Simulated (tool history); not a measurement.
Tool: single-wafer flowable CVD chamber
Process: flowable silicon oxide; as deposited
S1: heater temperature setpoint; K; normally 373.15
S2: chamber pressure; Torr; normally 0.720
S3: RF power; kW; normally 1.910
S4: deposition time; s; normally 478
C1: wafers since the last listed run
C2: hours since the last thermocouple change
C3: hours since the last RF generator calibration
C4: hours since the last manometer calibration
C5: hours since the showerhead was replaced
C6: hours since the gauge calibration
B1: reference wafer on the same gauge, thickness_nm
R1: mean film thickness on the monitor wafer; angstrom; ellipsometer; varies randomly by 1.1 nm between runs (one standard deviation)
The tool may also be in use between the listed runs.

run,hour,S1,S2,S3,S4,C1,C2,C3,C4,C5,C6,B1,R1
1,0.0,373.15,0.720,1.910,478,0,2370.8,1236.0,2656.1,4379.3,208.1,205.723,2267.44
2,12.1,373.15,0.720,1.910,478,61,2382.9,1248.1,2668.2,4391.4,220.2,205.860,2266.32
3,24.3,373.15,0.578,1.910,478,61,2395.1,1260.3,2680.4,4403.6,232.4,206.131,1832.52
4,31.6,373.15,0.578,1.910,478,37,2402.4,1267.6,2687.7,4410.9,239.7,206.123,1826.28
5,39.1,373.15,0.799,1.910,478,38,2409.9,1275.1,2695.2,4418.4,247.2,206.015,2527.65
6,45.8,373.15,0.799,1.910,478,33,2416.6,1281.8,2701.9,4425.1,253.9,206.168,2504.04
# hour 54.0: thermocouple changed; heater temperature recalibrated
7,54.5,373.15,0.799,1.910,478,3,0.5,1290.5,2710.6,4433.8,262.6,205.864,2854.88
# hour 69.5: showerhead replaced
8,71.1,367.15,0.643,1.745,418,43,17.1,1307.1,2727.2,1.6,279.2,206.292,2416.61
9,77.9,373.15,0.563,1.910,416,34,23.9,1313.9,2734.0,8.4,286.0,206.086,1737.37
10,86.3,373.15,0.720,1.655,478,42,32.3,1322.3,2742.4,16.8,294.4,206.168,2495.99
# hour 96.6: RF generator calibrated
11,97.1,373.15,0.650,1.715,394,14,43.1,0.5,2753.2,27.6,305.2,206.070,1885.74
12,101.7,377.15,0.640,2.035,478,23,47.7,5.1,2757.8,32.2,309.8,206.233,2013.53
# hour 102.6: gauge calibrated
13,111.8,373.15,0.720,1.910,478,51,57.8,15.2,2767.9,42.3,9.2,205.789,2553.31
14,118.6,373.15,0.720,1.555,478,34,64.6,22.0,2774.7,49.1,16.0,205.915,2460.92
15,134.8,385.15,0.788,2.130,439,82,80.8,38.2,2790.9,65.3,32.2,205.817,1752.12
16,141.7,373.15,0.720,1.910,478,35,87.7,45.1,2797.8,72.2,39.1,205.998,2566.85

Expected results for the next run?
17,148.4,359.15,0.779,1.910,447,33,94.4,51.8,2804.5,78.9,45.8,?,?

{"run 17": {"B1": 205.631, "R1": 4090.91}}
If the tool had no hidden condition, the same run with the same run-to-run variation would have returned R1 4072.65 angstrom.
